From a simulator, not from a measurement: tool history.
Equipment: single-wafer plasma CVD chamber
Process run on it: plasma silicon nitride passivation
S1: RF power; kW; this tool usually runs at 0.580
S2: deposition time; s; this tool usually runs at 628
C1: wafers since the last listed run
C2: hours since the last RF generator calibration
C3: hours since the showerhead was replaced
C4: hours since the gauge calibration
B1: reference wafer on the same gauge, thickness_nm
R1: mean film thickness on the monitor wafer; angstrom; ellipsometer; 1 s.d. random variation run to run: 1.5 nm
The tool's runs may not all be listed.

| run | hour | S1 | S2 | C1 | C2 | C3 | C4 | B1 | R1 |
|---|---|---|---|---|---|---|---|---|---|
| 1 | 0.0 | 0.580 | 628 | 0 | 2696.1 | 2735.5 | 191.1 | 909.758 | 9745.09 |
| 2 | 12.2 | 0.580 | 572 | 46 | 2708.3 | 2747.7 | 203.3 | 909.971 | 8854.55 |
| 3 | 27.0 | 0.580 | 572 | 56 | 2723.1 | 2762.5 | 218.1 | 910.010 | 8841.26 |
| 4 | 43.6 | 0.580 | 572 | 63 | 2739.7 | 2779.1 | 234.7 | 909.910 | 8840.70 |
| 5 | 60.3 | 0.580 | 628 | 63 | 2756.4 | 2795.8 | 251.4 | 910.121 | 9688.92 |
| 6 | 71.4 | 0.580 | 628 | 42 | 2767.5 | 2806.9 | 262.5 | 909.889 | 9725.31 |
| 7 | 79.3 | 0.580 | 628 | 30 | 2775.4 | 2814.8 | 270.4 | 909.553 | 9687.64 |
| 8 | 89.5 | 0.525 | 628 | 38 | 2785.6 | 2825.0 | 280.6 | 909.894 | 9303.40 |
| 9 | 103.3 | 0.580 | 556 | 52 | 2799.4 | 2838.8 | 294.4 | 910.073 | 8579.61 |
| 10 | 117.4 | 0.580 | 628 | 53 | 2813.5 | 2852.9 | 308.5 | 909.789 | 9695.22 |
|  | 138.5 | showerhead replaced |
| 11 | 139.0 | 0.580 | 628 | 51 | 2835.1 | 0.5 | 330.1 | 909.917 | 9726.04 |
| 12 | 147.6 | 0.625 | 628 | 32 | 2843.7 | 9.1 | 338.7 | 909.809 | 9995.02 |
| 13 | 158.4 | 0.625 | 628 | 41 | 2854.5 | 19.9 | 349.5 | 910.166 | 9980.82 |
| 14 | 165.4 | 0.625 | 628 | 26 | 2861.5 | 26.9 | 356.5 | 910.170 | 10015.12 |
| 15 | 177.7 | 0.580 | 665 | 47 | 2873.8 | 39.2 | 368.8 | 909.877 | 10269.48 |
| 16 | 186.4 | 0.580 | 628 | 33 | 2882.5 | 47.9 | 377.5 | 909.851 | 9702.71 |
| 17 | 202.3 | 0.580 | 587 | 60 | 2898.4 | 63.8 | 393.4 | 909.973 | 9043.83 |
| 18 | 210.1 | 0.505 | 628 | 29 | 2906.2 | 71.6 | 401.2 | 910.003 | 9140.68 |
|  | 210.6 | gauge calibrated |
|  | 229.4 | RF generator calibrated |
| 19 | 229.9 | 0.490 | 628 | 45 | 0.5 | 91.4 | 19.3 | 910.005 | 9365.10 |
| 20 | 232.1 | 0.580 | 628 | 8 | 2.7 | 93.6 | 21.5 | 910.152 | 10088.71 |
| 21 | 248.8 | 0.470 | 702 | 63 | 19.4 | 110.3 | 38.2 | 910.027 | 10259.41 |
| 22 | 262.6 | 0.685 | 703 | 52 | 33.2 | 124.1 | 52.0 | 910.214 | 12034.24 |
| 23 | 276.4 | 0.580 | 538 | 52 | 47.0 | 137.9 | 65.8 | 909.929 | 8630.60 |
| 24 | 284.0 | 0.485 | 594 | 29 | 54.6 | 145.5 | 73.4 | 909.952 | 8827.22 |
| 25 | 298.1 | 0.580 | 628 | 53 | 68.7 | 159.6 | 87.5 | 909.803 | 10062.88 |
| 26 | 305.0 | 0.650 | 554 | 26 | 75.6 | 166.5 | 94.4 | 909.844 | 9303.75 |
| 27 | 347.3 | 0.580 | 628 | 161 | 117.9 | 208.8 | 136.7 | 910.265 | 10063.31 |
| 28 | 364.9 | 0.580 | 574 | 67 | 135.5 | 226.4 | 154.3 | 910.050 | 9183.02 |
| 29 | 375.6 | 0.525 | 687 | 40 | 146.2 | 237.1 | 165.0 | 910.057 | 10551.52 |

Here are 5 independent what-if runs from the current tool condition. What would each one return?
| A | 376.2 | 0.580 | 628 | 2 | 146.8 | 237.7 | 165.6 | ? | ? |
| B | 376.2 | 0.505 | 526 | 2 | 146.8 | 237.7 | 165.6 | ? | ? |
| C | 376.2 | 0.580 | 591 | 2 | 146.8 | 237.7 | 165.6 | ? | ? |
| D | 376.2 | 0.470 | 723 | 2 | 146.8 | 237.7 | 165.6 | ? | ? |
| E | 376.2 | 0.475 | 713 | 2 | 146.8 | 237.7 | 165.6 | ? | ? |

| run | B1 | R1 |
|---|---|---|
| A | 910.168 | 10046.60 |
| B | 910.168 | 7933.91 |
| C | 910.168 | 9454.68 |
| D | 910.168 | 10562.04 |
| E | 910.168 | 10465.90 |
The same runs, with their run-to-run variation unchanged, on a tool lacking any hidden condition would have given:
| run | R1 |
|---|---|
| A | 10116.47 |
| B | 7989.09 |
| C | 9520.44 |
| D | 10635.49 |
| E | 10538.69 |
